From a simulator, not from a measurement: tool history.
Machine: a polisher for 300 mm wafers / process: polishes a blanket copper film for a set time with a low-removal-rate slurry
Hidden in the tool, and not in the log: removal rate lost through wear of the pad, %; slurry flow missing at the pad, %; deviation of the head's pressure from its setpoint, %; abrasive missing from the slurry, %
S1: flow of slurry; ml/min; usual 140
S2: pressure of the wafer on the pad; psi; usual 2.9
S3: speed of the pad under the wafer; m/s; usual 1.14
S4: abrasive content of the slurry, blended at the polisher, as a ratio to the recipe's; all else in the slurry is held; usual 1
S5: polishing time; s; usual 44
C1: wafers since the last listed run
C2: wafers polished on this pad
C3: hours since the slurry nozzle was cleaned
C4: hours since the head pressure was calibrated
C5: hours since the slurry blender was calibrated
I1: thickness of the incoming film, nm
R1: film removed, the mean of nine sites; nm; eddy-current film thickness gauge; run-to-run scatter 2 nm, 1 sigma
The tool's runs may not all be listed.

| run | hour | S1 | S2 | S3 | S4 | S5 | C1 | C2 | C3 | C4 | C5 | I1 | R1 |
|---|---|---|---|---|---|---|---|---|---|---|---|---|---|
| 1 | 0 | 140 | 2.9 | 1.14 | 1 | 44 | 0 | 1291 | 215.9 | 448.7 | 6 | 695.8 | 178.6 |
| 2 | 71.5 | 140 | 2.9 | 1.14 | 1 | 44 | 555 | 1846 | 287.4 | 520.2 | 77.5 | 692.9 | 176.2 |
|  | 80.6 | worn pad replaced by a new one |
| 3 | 113 | 140 | 2.9 | 0.9 | 1 | 44 | 291 | 251 | 328.9 | 561.7 | 119 | 701 | 141.1 |
| 4 | 179.4 | 140 | 2.9 | 0.9 | 1 | 44 | 515 | 767 | 395.3 | 628.1 | 185.4 | 697.3 | 143.3 |
|  | 229.1 | head pressure recalibrated |
| 5 | 236.3 | 140 | 2.9 | 0.9 | 1 | 44 | 426 | 1194 | 452.2 | 7.2 | 242.3 | 699.9 | 143.1 |
|  | 276.1 | worn pad replaced by a new one |
| 6 | 286 | 140 | 2.9 | 1.14 | 1 | 44 | 355 | 77 | 501.9 | 56.9 | 292 | 690.1 | 177.3 |
| 7 | 337.4 | 140 | 2.9 | 1.14 | 1 | 44 | 399 | 476 | 553.3 | 108.3 | 343.4 | 694.1 | 180.7 |
| 8 | 393.2 | 140 | 2.9 | 1.14 | 1 | 44 | 433 | 910 | 609.1 | 164.1 | 399.2 | 694.8 | 179.6 |
|  | 410.3 | slurry nozzle cleaned |
|  | 432.5 | slurry blender recalibrated |
| 9 | 454.7 | 140 | 2.9 | 1.14 | 1 | 44 | 454 | 1364 | 44.4 | 225.6 | 22.2 | 696.8 | 180.7 |
| 10 | 508.6 | 140 | 2.9 | 1.14 | 1 | 44 | 418 | 1783 | 98.3 | 279.5 | 76.1 | 710.7 | 179.7 |
|  | 524.4 | worn pad replaced by a new one |
| 11 | 547.4 | 140 | 2.9 | 1.14 | 1 | 44 | 270 | 178 | 137.1 | 318.3 | 114.9 | 699.4 | 181.6 |
| 12 | 618.5 | 140 | 2.9 | 1.14 | 0.9 | 44 | 552 | 731 | 208.2 | 389.4 | 186 | 697.7 | 174.4 |
| 13 | 675.2 | 120 | 2.5 | 1.14 | 1 | 44 | 440 | 1171 | 264.9 | 446.1 | 242.7 | 699.3 | 152.2 |
| 14 | 745.5 | 140 | 2.9 | 1.14 | 1 | 44 | 546 | 1718 | 335.2 | 516.4 | 313 | 698.7 | 182.8 |
|  | 765.7 | worn pad replaced by a new one |
| 15 | 781.3 | 140 | 2.9 | 1.28 | 1 | 44 | 247 | 120 | 371 | 552.2 | 348.8 | 690.4 | 198.1 |
|  | 811 | slurry blender recalibrated |
| 16 | 849.7 | 140 | 2.9 | 1.14 | 1 | 44 | 515 | 636 | 439.4 | 620.6 | 38.7 | 694.1 | 181.7 |
|  | 867 | head pressure recalibrated |
| 17 | 882.3 | 140 | 2.9 | 1.48 | 1 | 51 | 237 | 874 | 472 | 15.3 | 71.3 | 708.9 | 271.1 |
|  | 916.9 | slurry nozzle cleaned |
| 18 | 945.8 | 140 | 2.9 | 0.96 | 1.3 | 44 | 485 | 1360 | 28.9 | 78.8 | 134.8 | 714.6 | 161.1 |
|  | 990.9 | worn pad replaced by a new one |
| 19 | 1050.2 | 115 | 2.9 | 1.14 | 1 | 44 | 780 | 460 | 133.3 | 183.2 | 239.2 | 709.8 | 173.9 |
| 20 | 1095.3 | 140 | 2.9 | 1.14 | 1 | 44 | 350 | 811 | 178.4 | 228.3 | 284.3 | 697.6 | 178.4 |

5 options for the next run, each taken on its own from the tool as it stands now. Forecast them:
| A | 1095.7 | 140 | 2.9 | 1.14 | 1 | 44 | 3 | 814 | 178.8 | 228.7 | 284.7 | 702.3 | ? |
| B | 1095.7 | 155 | 2.9 | 0.98 | 1.2 | 44 | 3 | 814 | 178.8 | 228.7 | 284.7 | 702.3 | ? |
| C | 1095.7 | 140 | 2.9 | 1.14 | 1.15 | 44 | 3 | 814 | 178.8 | 228.7 | 284.7 | 702.3 | ? |
| D | 1095.7 | 140 | 2.2 | 0.82 | 1 | 44 | 3 | 814 | 178.8 | 228.7 | 284.7 | 702.3 | ? |
| E | 1095.7 | 100 | 2.9 | 1.44 | 1.1 | 44 | 3 | 814 | 178.8 | 228.7 | 284.7 | 702.3 | ? |

| run | R1 |
|---|---|
| A | 176.6 |
| B | 161.1 |
| C | 182.1 |
| D | 98.5 |
| E | 215.7 |
Had the tool no hidden state, the same runs would have come out as:
| run | R1 |
|---|---|
| A | 176.6 |
| B | 161.1 |
| C | 182.1 |
| D | 98.5 |
| E | 215.7 |
